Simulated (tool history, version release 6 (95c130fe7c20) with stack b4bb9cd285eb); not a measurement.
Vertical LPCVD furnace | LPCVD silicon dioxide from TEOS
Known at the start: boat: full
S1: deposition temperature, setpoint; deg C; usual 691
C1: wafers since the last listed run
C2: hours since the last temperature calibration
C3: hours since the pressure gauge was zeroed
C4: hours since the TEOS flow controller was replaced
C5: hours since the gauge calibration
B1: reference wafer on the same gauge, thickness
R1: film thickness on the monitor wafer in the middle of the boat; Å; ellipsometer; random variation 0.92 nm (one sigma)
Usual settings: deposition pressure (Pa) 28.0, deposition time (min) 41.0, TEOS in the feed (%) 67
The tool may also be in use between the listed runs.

{"run": 1, "hour": 0.0, "S1": 691, "deposition pressure (Pa)": 28.0, "deposition time (min)": 41.0, "TEOS in the feed (%)": 67, "C1": 0, "C2": 2704.2, "C3": 3353.3, "C4": 2592.0, "C5": 214.2, "B1": 180.25, "R1": 2138.9}
{"run": 2, "hour": 71.3, "S1": 691, "deposition pressure (Pa)": 28.0, "deposition time (min)": 33.0, "TEOS in the feed (%)": 67, "C1": 820, "C2": 2775.5, "C3": 3424.6, "C4": 2663.3, "C5": 285.5, "B1": 179.81, "R1": 1710.1}
{"run": 3, "hour": 233.4, "S1": 691, "deposition pressure (Pa)": 28.0, "deposition time (min)": 33.0, "TEOS in the feed (%)": 67, "C1": 1866, "C2": 2937.6, "C3": 3586.7, "C4": 2825.4, "C5": 447.6, "B1": 180.15, "R1": 1720.1}
{"run": 4, "hour": 270.7, "S1": 691, "deposition pressure (Pa)": 28.0, "deposition time (min)": 41.0, "TEOS in the feed (%)": 67, "C1": 429, "C2": 2974.9, "C3": 3624.0, "C4": 2862.7, "C5": 484.9, "B1": 180.05, "R1": 2156.9}
{"hour": 437.2, "done": "TEOS flow controller replaced"}
{"run": 5, "hour": 437.7, "S1": 691, "deposition pressure (Pa)": 28.0, "deposition time (min)": 41.0, "TEOS in the feed (%)": 57, "C1": 1646, "C2": 3141.9, "C3": 3791.0, "C4": 0.5, "C5": 651.9, "B1": 179.88, "R1": 1980.9}
{"hour": 481.3, "done": "pressure gauge zeroed"}
{"run": 6, "hour": 500.5, "S1": 691, "deposition pressure (Pa)": 28.0, "deposition time (min)": 41.0, "TEOS in the feed (%)": 67, "C1": 446, "C2": 3204.7, "C3": 19.2, "C4": 63.3, "C5": 714.7, "B1": 180.38, "R1": 2165.3}
{"run": 7, "hour": 568.0, "S1": 686, "deposition pressure (Pa)": 28.0, "deposition time (min)": 41.0, "TEOS in the feed (%)": 77, "C1": 777, "C2": 3272.2, "C3": 86.7, "C4": 130.8, "C5": 782.2, "B1": 180.13, "R1": 2058.4}
{"run": 8, "hour": 635.1, "S1": 691, "deposition pressure (Pa)": 25.3, "deposition time (min)": 41.0, "TEOS in the feed (%)": 67, "C1": 772, "C2": 3339.3, "C3": 153.8, "C4": 197.9, "C5": 849.3, "B1": 180.34, "R1": 2050.3}
{"hour": 668.0, "done": "thermocouples replaced and temperature profile calibrated"}
{"run": 9, "hour": 680.1, "S1": 691, "deposition pressure (Pa)": 28.0, "deposition time (min)": 46.0, "TEOS in the feed (%)": 67, "C1": 241, "C2": 12.1, "C3": 198.8, "C4": 242.9, "C5": 894.3, "B1": 179.86, "R1": 2274.1}
{"run": 10, "hour": 746.0, "S1": 691, "deposition pressure (Pa)": 28.0, "deposition time (min)": 46.0, "TEOS in the feed (%)": 67, "C1": 758, "C2": 78.0, "C3": 264.7, "C4": 308.8, "C5": 960.2, "B1": 180.23, "R1": 2273.8}
{"run": 11, "hour": 779.1, "S1": 691, "deposition pressure (Pa)": 28.0, "deposition time (min)": 41.0, "TEOS in the feed (%)": 67, "C1": 381, "C2": 111.1, "C3": 297.8, "C4": 341.9, "C5": 993.3, "B1": 179.69, "R1": 2047.5}
{"run": 12, "hour": 815.7, "S1": 691, "deposition pressure (Pa)": 33.3, "deposition time (min)": 41.0, "TEOS in the feed (%)": 62, "C1": 421, "C2": 147.7, "C3": 334.4, "C4": 378.5, "C5": 1029.9, "B1": 180.38, "R1": 2134.0}
{"run": 13, "hour": 878.6, "S1": 691, "deposition pressure (Pa)": 28.0, "deposition time (min)": 41.0, "TEOS in the feed (%)": 67, "C1": 724, "C2": 210.6, "C3": 397.3, "C4": 441.4, "C5": 1092.8, "B1": 180.21, "R1": 2054.0}
{"run": 14, "hour": 948.1, "S1": 691, "deposition pressure (Pa)": 28.0, "deposition time (min)": 41.0, "TEOS in the feed (%)": 67, "C1": 800, "C2": 280.1, "C3": 466.8, "C4": 510.9, "C5": 1162.3, "B1": 179.88, "R1": 2034.8}
{"hour": 989.1, "done": "gauge calibrated"}
{"run": 15, "hour": 1002.9, "S1": 691, "deposition pressure (Pa)": 28.0, "deposition time (min)": 41.0, "TEOS in the feed (%)": 67, "C1": 630, "C2": 334.9, "C3": 521.6, "C4": 565.7, "C5": 13.8, "B1": 179.55, "R1": 2052.0}
{"run": 16, "hour": 1072.0, "S1": 691, "deposition pressure (Pa)": 23.3, "deposition time (min)": 41.0, "TEOS in the feed (%)": 67, "C1": 795, "C2": 404.0, "C3": 590.7, "C4": 634.8, "C5": 82.9, "B1": 179.82, "R1": 1872.5}
{"run": 17, "hour": 1097.5, "S1": 691, "deposition pressure (Pa)": 28.0, "deposition time (min)": 41.0, "TEOS in the feed (%)": 67, "C1": 293, "C2": 429.5, "C3": 616.2, "C4": 660.3, "C5": 108.4, "B1": 180.37, "R1": 2062.5}
{"run": 18, "hour": 1151.2, "S1": 687, "deposition pressure (Pa)": 34.7, "deposition time (min)": 48.0, "TEOS in the feed (%)": 62, "C1": 618, "C2": 483.2, "C3": 669.9, "C4": 714.0, "C5": 162.1, "B1": 180.16, "R1": 2335.7}
{"run": 19, "hour": 1178.2, "S1": 697, "deposition pressure (Pa)": 21.3, "deposition time (min)": 53.0, "TEOS in the feed (%)": 63, "C1": 310, "C2": 510.2, "C3": 696.9, "C4": 741.0, "C5": 189.1, "B1": 180.12, "R1": 2567.0}
{"run": 20, "hour": 1207.7, "S1": 696, "deposition pressure (Pa)": 30.7, "deposition time (min)": 53.0, "TEOS in the feed (%)": 80, "C1": 339, "C2": 539.7, "C3": 726.4, "C4": 770.5, "C5": 218.6, "B1": 180.17, "R1": 3398.0}
{"run": 21, "hour": 1259.6, "S1": 691, "deposition pressure (Pa)": 28.0, "deposition time (min)": 41.0, "TEOS in the feed (%)": 77, "C1": 597, "C2": 591.6, "C3": 778.3, "C4": 822.4, "C5": 270.5, "B1": 179.97, "R1": 2195.0}
{"run": 22, "hour": 1294.7, "S1": 685, "deposition pressure (Pa)": 28.0, "deposition time (min)": 41.0, "TEOS in the feed (%)": 67, "C1": 404, "C2": 626.7, "C3": 813.4, "C4": 857.5, "C5": 305.6, "B1": 179.8, "R1": 1785.0}
{"run": 23, "hour": 1354.5, "S1": 691, "deposition pressure (Pa)": 28.0, "deposition time (min)": 51.5, "TEOS in the feed (%)": 67, "C1": 688, "C2": 686.5, "C3": 873.2, "C4": 917.3, "C5": 365.4, "B1": 180.07, "R1": 2614.5}

Forecast each of these 5 alternatives for the next run:
{"run": "A", "hour": 1358.8, "S1": 691, "deposition pressure (Pa)": 28.0, "deposition time (min)": 41.0, "TEOS in the feed (%)": 67, "C1": 49, "C2": 690.8, "C3": 877.5, "C4": 921.6, "C5": 369.7, "B1": "?", "R1": "?"}
{"run": "B", "hour": 1358.8, "S1": 685, "deposition pressure (Pa)": 26.0, "deposition time (min)": 55.0, "TEOS in the feed (%)": 79, "C1": 49, "C2": 690.8, "C3": 877.5, "C4": 921.6, "C5": 369.7, "B1": "?", "R1": "?"}
{"run": "C", "hour": 1358.8, "S1": 679, "deposition pressure (Pa)": 30.0, "deposition time (min)": 34.0, "TEOS in the feed (%)": 61, "C1": 49, "C2": 690.8, "C3": 877.5, "C4": 921.6, "C5": 369.7, "B1": "?", "R1": "?"}
{"run": "D", "hour": 1358.8, "S1": 691, "deposition pressure (Pa)": 21.3, "deposition time (min)": 41.0, "TEOS in the feed (%)": 67, "C1": 49, "C2": 690.8, "C3": 877.5, "C4": 921.6, "C5": 369.7, "B1": "?", "R1": "?"}
{"run": "E", "hour": 1358.8, "S1": 691, "deposition pressure (Pa)": 24.0, "deposition time (min)": 54.5, "TEOS in the feed (%)": 67, "C1": 49, "C2": 690.8, "C3": 877.5, "C4": 921.6, "C5": 369.7, "B1": "?", "R1": "?"}

run=A B1=180.29 R1=2058.9
run=B B1=180.29 R1=2505.3
run=C B1=180.29 R1=1264.9
run=D B1=180.29 R1=1797.2
run=E B1=180.29 R1=2533.8
Without the tool's hidden state the same runs would have given:
run=A R1=2023.0
run=B R1=2461.1
run=C R1=1242.3
run=D R1=1765.9
run=E R1=2489.7

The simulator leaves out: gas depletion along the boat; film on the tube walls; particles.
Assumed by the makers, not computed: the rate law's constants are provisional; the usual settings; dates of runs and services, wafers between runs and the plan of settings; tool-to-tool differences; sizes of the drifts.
